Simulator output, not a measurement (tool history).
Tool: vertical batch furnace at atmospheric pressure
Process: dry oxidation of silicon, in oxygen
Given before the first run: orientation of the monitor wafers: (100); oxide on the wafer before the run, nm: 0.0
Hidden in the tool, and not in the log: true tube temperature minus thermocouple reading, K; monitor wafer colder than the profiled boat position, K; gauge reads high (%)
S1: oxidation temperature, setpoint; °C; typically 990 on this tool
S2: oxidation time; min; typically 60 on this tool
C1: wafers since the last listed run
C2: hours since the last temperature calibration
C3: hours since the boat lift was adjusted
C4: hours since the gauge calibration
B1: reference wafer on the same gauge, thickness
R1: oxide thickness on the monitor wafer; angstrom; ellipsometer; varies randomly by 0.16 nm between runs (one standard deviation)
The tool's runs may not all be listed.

run 1 hour=0 | S1=1006 S2=60 | C1=0 C2=3137.5 C3=3569.3 C4=407.7 | B1=39.52 | R1=518.7
run 2 hour=54.7 | S1=1006 S2=60 | C1=576 C2=3192.2 C3=3624 C4=462.4 | B1=39.52 | R1=519.2
run 3 hour=124.7 | S1=990 S2=60 | C1=738 C2=3262.2 C3=3694 C4=532.4 | B1=39.52 | R1=442.1
run 4 hour=157.1 | S1=990 S2=60 | C1=341 C2=3294.6 C3=3726.4 C4=564.8 | B1=39.49 | R1=442.8
run 5 hour=215.2 | S1=990 S2=60 | C1=612 C2=3352.7 C3=3784.5 C4=622.9 | B1=39.45 | R1=441.7
run 6 hour=397 | S1=979 S2=60 | C1=1917 C2=3534.5 C3=3966.3 C4=804.7 | B1=39.52 | R1=401.3
run 7 hour=452.7 | S1=990 S2=60 | C1=587 C2=3590.2 C3=4022 C4=860.4 | B1=39.43 | R1=443.3
run 8 hour=488.7 | S1=990 S2=38.5 | C1=379 C2=3626.2 C3=4058 C4=896.4 | B1=39.43 | R1=335.6
run 9 hour=544.8 | S1=990 S2=38.5 | C1=591 C2=3682.3 C3=4114.1 C4=952.5 | B1=39.45 | R1=336.5
run 10 hour=572.8 | S1=990 S2=60 | C1=295 C2=3710.3 C3=4142.1 C4=980.5 | B1=39.56 | R1=444.8
-- hour=622.8 boat lift adjusted
run 11 hour=623.3 | S1=990 S2=60 | C1=279 C2=3760.8 C3=0.5 C4=1031 | B1=39.5 | R1=459.1
run 12 hour=640.2 | S1=990 S2=60 | C1=178 C2=3777.7 C3=17.4 C4=1047.9 | B1=39.56 | R1=459.2
run 13 hour=710.6 | S1=1008 S2=54 | C1=742 C2=3848.1 C3=87.8 C4=1118.3 | B1=39.44 | R1=511.7
run 14 hour=761 | S1=1008 S2=54 | C1=531 C2=3898.5 C3=138.2 C4=1168.7 | B1=39.45 | R1=514.6
run 15 hour=812.1 | S1=1008 S2=54 | C1=538 C2=3949.6 C3=189.3 C4=1219.8 | B1=39.49 | R1=516.7
-- hour=851.4 gauge calibrated
run 16 hour=1007.1 | S1=990 S2=60 | C1=2056 C2=4144.6 C3=384.3 C4=155.7 | B1=39.6 | R1=460.3
run 17 hour=1039.5 | S1=990 S2=46.5 | C1=341 C2=4177 C3=416.7 C4=188.1 | B1=39.48 | R1=393
run 18 hour=1096.1 | S1=1000 S2=37.5 | C1=596 C2=4233.6 C3=473.3 C4=244.7 | B1=39.53 | R1=379.7
-- hour=1146.6 thermocouples replaced and temperature profile calibrated
run 19 hour=1153.7 | S1=1001 S2=69.5 | C1=354 C2=7.1 C3=530.9 C4=302.3 | B1=39.55 | R1=538.1
run 20 hour=1216.8 | S1=1008 S2=54 | C1=665 C2=70.2 C3=594 C4=365.4 | B1=39.53 | R1=490.9
run 21 hour=1254.9 | S1=997 S2=75.5 | C1=401 C2=108.3 C3=632.1 C4=403.5 | B1=39.53 | R1=545.7
run 22 hour=1323.1 | S1=990 S2=42 | C1=719 C2=176.5 C3=700.3 C4=471.7 | B1=39.48 | R1=349.1
run 23 hour=1359.5 | S1=1008 S2=54 | C1=383 C2=212.9 C3=736.7 C4=508.1 | B1=39.47 | R1=491.5
run 24 hour=1410.7 | S1=1010 S2=48.5 | C1=539 C2=264.1 C3=787.9 C4=559.3 | B1=39.46 | R1=465.4
run 25 hour=1452.5 | S1=968 S2=60 | C1=440 C2=305.9 C3=829.7 C4=601.1 | B1=39.51 | R1=366.4
run 26 hour=1516.8 | S1=998 S2=82 | C1=678 C2=370.2 C3=894 C4=665.4 | B1=39.5 | R1=583.5
run 27 hour=1559.2 | S1=982 S2=77 | C1=447 C2=412.6 C3=936.4 C4=707.8 | B1=39.5 | R1=484.1
run 28 hour=1630.9 | S1=990 S2=60 | C1=756 C2=484.3 C3=1008.1 C4=779.5 | B1=39.51 | R1=439
run 29 hour=1699.6 | S1=972 S2=39 | C1=724 C2=553 C3=1076.8 C4=848.2 | B1=39.47 | R1=288.5
run 30 hour=1745.5 | S1=990 S2=41 | C1=484 C2=598.9 C3=1122.7 C4=894.1 | B1=39.46 | R1=346.5
run 31 hour=1811.6 | S1=974 S2=37 | C1=697 C2=665 C3=1188.8 C4=960.2 | B1=39.48 | R1=283.4
run 32 hour=1869.7 | S1=999 S2=70.5 | C1=612 C2=723.1 C3=1246.9 C4=1018.3 | B1=39.6 | R1=537.2
run 33 hour=1910.4 | S1=990 S2=60 | C1=429 C2=763.8 C3=1287.6 C4=1059 | B1=39.49 | R1=437.7
run 34 hour=1962.1 | S1=990 S2=86 | C1=545 C2=815.5 C3=1339.3 C4=1110.7 | B1=39.48 | R1=557.6
run 35 hour=2014.1 | S1=971 S2=75 | C1=548 C2=867.5 C3=1391.3 C4=1162.7 | B1=39.5 | R1=435.1

Consider 4 possible next runs. They are alternatives, not a sequence: every one starts from the tool as it was left by run 35. What does each give?
run A hour=2018.5 | S1=1001 S2=60 | C1=46 C2=871.9 C3=1395.7 C4=1167.1 | B1=? | R1=?
run B hour=2018.5 | S1=1012 S2=40.5 | C1=46 C2=871.9 C3=1395.7 C4=1167.1 | B1=? | R1=?
run C hour=2018.5 | S1=1014 S2=71 | C1=46 C2=871.9 C3=1395.7 C4=1167.1 | B1=? | R1=?
run D hour=2018.5 | S1=990 S2=74.5 | C1=46 C2=871.9 C3=1395.7 C4=1167.1 | B1=? | R1=?

run=A B1=39.44 R1=492.5
run=B B1=39.44 R1=427.8
run=C B1=39.44 R1=622.9
run=D B1=39.44 R1=508.5
Stripped of hidden state, with their random variation kept, the same runs would have yielded:
run=A R1=492.8
run=B R1=428
run=C R1=623.2
run=D R1=508.8
